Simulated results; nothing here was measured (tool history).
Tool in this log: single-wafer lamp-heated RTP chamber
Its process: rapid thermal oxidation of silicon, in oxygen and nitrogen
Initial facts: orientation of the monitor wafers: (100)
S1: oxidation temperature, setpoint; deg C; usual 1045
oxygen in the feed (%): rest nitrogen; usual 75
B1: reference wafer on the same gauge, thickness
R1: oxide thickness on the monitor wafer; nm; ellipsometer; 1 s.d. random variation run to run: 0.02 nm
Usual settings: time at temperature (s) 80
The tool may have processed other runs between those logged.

run 1 hour=0.0 | S1=1045 time_at_temperature_(s)=80 oxygen_in_the_feed_(%)=75 | B1=10.137 | R1=9.019
run 2 hour=48.8 | S1=1045 time_at_temperature_(s)=80 oxygen_in_the_feed_(%)=75 | B1=10.140 | R1=9.043
run 3 hour=62.0 | S1=1045 time_at_temperature_(s)=80 oxygen_in_the_feed_(%)=75 | B1=10.142 | R1=9.053
run 4 hour=77.0 | S1=1045 time_at_temperature_(s)=101 oxygen_in_the_feed_(%)=66 | B1=10.142 | R1=9.647
-- hour=96.0 pyrometer window cleaned and pyrometer calibrated
run 5 hour=96.5 | S1=1027 time_at_temperature_(s)=80 oxygen_in_the_feed_(%)=75 | B1=10.136 | R1=7.471
run 6 hour=100.5 | S1=1027 time_at_temperature_(s)=80 oxygen_in_the_feed_(%)=75 | B1=10.136 | R1=7.515
run 7 hour=109.0 | S1=1027 time_at_temperature_(s)=80 oxygen_in_the_feed_(%)=75 | B1=10.141 | R1=7.511
run 8 hour=121.8 | S1=1045 time_at_temperature_(s)=66 oxygen_in_the_feed_(%)=88 | B1=10.142 | R1=8.275
run 9 hour=139.5 | S1=1021 time_at_temperature_(s)=80 oxygen_in_the_feed_(%)=85 | B1=10.137 | R1=7.518
-- hour=153.8 oxygen flow controller replaced
run 10 hour=154.3 | S1=1024 time_at_temperature_(s)=103 oxygen_in_the_feed_(%)=75 | B1=10.145 | R1=8.293
-- hour=179.6 gauge calibrated
run 11 hour=194.4 | S1=1027 time_at_temperature_(s)=120 oxygen_in_the_feed_(%)=46 | B1=10.144 | R1=7.653
run 12 hour=211.7 | S1=1045 time_at_temperature_(s)=70 oxygen_in_the_feed_(%)=75 | B1=10.138 | R1=8.058
run 13 hour=228.1 | S1=1033 time_at_temperature_(s)=52 oxygen_in_the_feed_(%)=61 | B1=10.140 | R1=6.082
run 14 hour=237.2 | S1=1045 time_at_temperature_(s)=80 oxygen_in_the_feed_(%)=75 | B1=10.145 | R1=8.573

Exercise: give the hidden state of the tool at every run:
deviation of the oxygen flow from its setpoint, %: 0 in every run
gauge reads high (%): 0 in every run
H1: true wafer temperature minus pyrometer reading, K
run=1 H1=8.9
run=2 H1=9.31
run=3 H1=9.42
run=4 H1=9.55
run=5 H1=0.339
run=6 H1=0.373
run=7 H1=0.444
run=8 H1=0.551
run=9 H1=0.699
run=10 H1=0.823
run=11 H1=1.16
run=12 H1=1.3
run=13 H1=1.44
run=14 H1=1.52
